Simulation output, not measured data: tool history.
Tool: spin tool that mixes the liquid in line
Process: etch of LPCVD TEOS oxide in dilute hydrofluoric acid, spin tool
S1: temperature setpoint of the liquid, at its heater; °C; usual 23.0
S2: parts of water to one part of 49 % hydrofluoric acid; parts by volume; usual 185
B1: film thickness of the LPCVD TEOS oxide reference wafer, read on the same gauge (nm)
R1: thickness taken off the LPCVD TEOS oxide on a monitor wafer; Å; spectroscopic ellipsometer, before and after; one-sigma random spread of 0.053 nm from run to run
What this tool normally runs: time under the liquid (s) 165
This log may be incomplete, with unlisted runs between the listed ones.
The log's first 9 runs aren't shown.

Run 10, day 8.988: usual settings but time under the liquid (s) 125; B1 139.95. Result: R1 108.5 Å.
Run 11, day 10.338: usual settings but time under the liquid (s) 125; B1 140.01. Result: R1 108.5 Å.
Run 12, day 10.879: usual settings but S1 20.0 °C, time under the liquid (s) 200; B1 139.99. Result: R1 154.8 Å.
At day 11.296: gauge calibrated.
Run 13, day 11.900: usual settings but S1 18.0 °C, time under the liquid (s) 105; B1 140.02. Result: R1 75.1 Å.
Run 14, day 13.221: usual settings; B1 139.96. Result: R1 142.7 Å.
Run 15, day 14.017: usual settings; B1 140.03. Result: R1 143.8 Å.
Run 16, day 15.362: usual settings but S1 28.0 °C; B1 140.01. Result: R1 172.0 Å.
Run 17, day 16.417: usual settings but S2 135 parts by volume, time under the liquid (s) 195; B1 140.01. Result: R1 246.3 Å.
Run 18, day 16.929: usual settings; B1 140.00. Result: R1 143.6 Å.
Run 19, day 17.938: usual settings but S1 20.0 °C, time under the liquid (s) 200; B1 140.02. Result: R1 155.0 Å.
Run 20, day 19.321: usual settings but S2 260 parts by volume; B1 140.00. Result: R1 94.1 Å.
Run 21, day 20.438: usual settings but S1 21.0 °C, time under the liquid (s) 75; B1 139.98. Result: R1 59.9 Å.
Run 22, day 21.625: usual settings; B1 140.00. Result: R1 142.4 Å.
Run 23, day 22.167: usual settings but S1 25.5 °C; B1 140.01. Result: R1 156.5 Å.
Run 24, day 23.388: usual settings but S1 26.5 °C, S2 230 parts by volume; B1 140.04. Result: R1 123.7 Å.
Run 25, day 24.254: usual settings but S1 24.5 °C, time under the liquid (s) 195; B1 140.01. Result: R1 177.0 Å.
Run 26, day 25.621: usual settings but S2 130 parts by volume; B1 140.04. Result: R1 214.8 Å.
Run 27, day 26.138: usual settings but S1 19.0 °C, S2 210 parts by volume, time under the liquid (s) 65; B1 140.00. Result: R1 41.1 Å.
Run 28, day 27.533: usual settings but S1 24.5 °C, S2 145 parts by volume, time under the liquid (s) 70; B1 140.04. Result: R1 85.0 Å.
Run 29, day 28.325: usual settings but S1 21.0 °C, time under the liquid (s) 215; B1 139.99. Result: R1 172.0 Å.
Run 30, day 29.517: usual settings but S1 24.5 °C; B1 139.98. Result: R1 149.8 Å.
Run 31, day 30.417: usual settings but S1 25.0 °C; B1 140.02. Result: R1 153.0 Å.
Run 32, day 31.096: usual settings but S1 25.5 °C, S2 130 parts by volume, time under the liquid (s) 195; B1 140.02. Result: R1 277.0 Å.
Run 33, day 31.725: usual settings but S1 26.5 °C, time under the liquid (s) 205; B1 140.02. Result: R1 199.4 Å.

Below are 4 alternative next runs, each starting from the tool's condition after run 33. Predict each:
Run A, day 31.746: usual settings but time under the liquid (s) 205; B1 ?. Result: R1 ?.
Run B, day 31.746: usual settings but time under the liquid (s) 265; B1 ?. Result: R1 ?.
Run C, day 31.746: usual settings but S1 18.5 °C, S2 215 parts by volume; B1 ?. Result: R1 ?.
Run D, day 31.746: usual settings but S1 19.5 °C, S2 210 parts by volume; B1 ?. Result: R1 ?.

run      B1     R1
  A  139.96  175.6
  B  139.96  227.1
  C  139.96   99.4
  D  139.96  106.2
With no hidden state in the tool, these same runs would have given:
run     R1
  A  179.8
  B  232.5
  C  101.7
  D  108.8
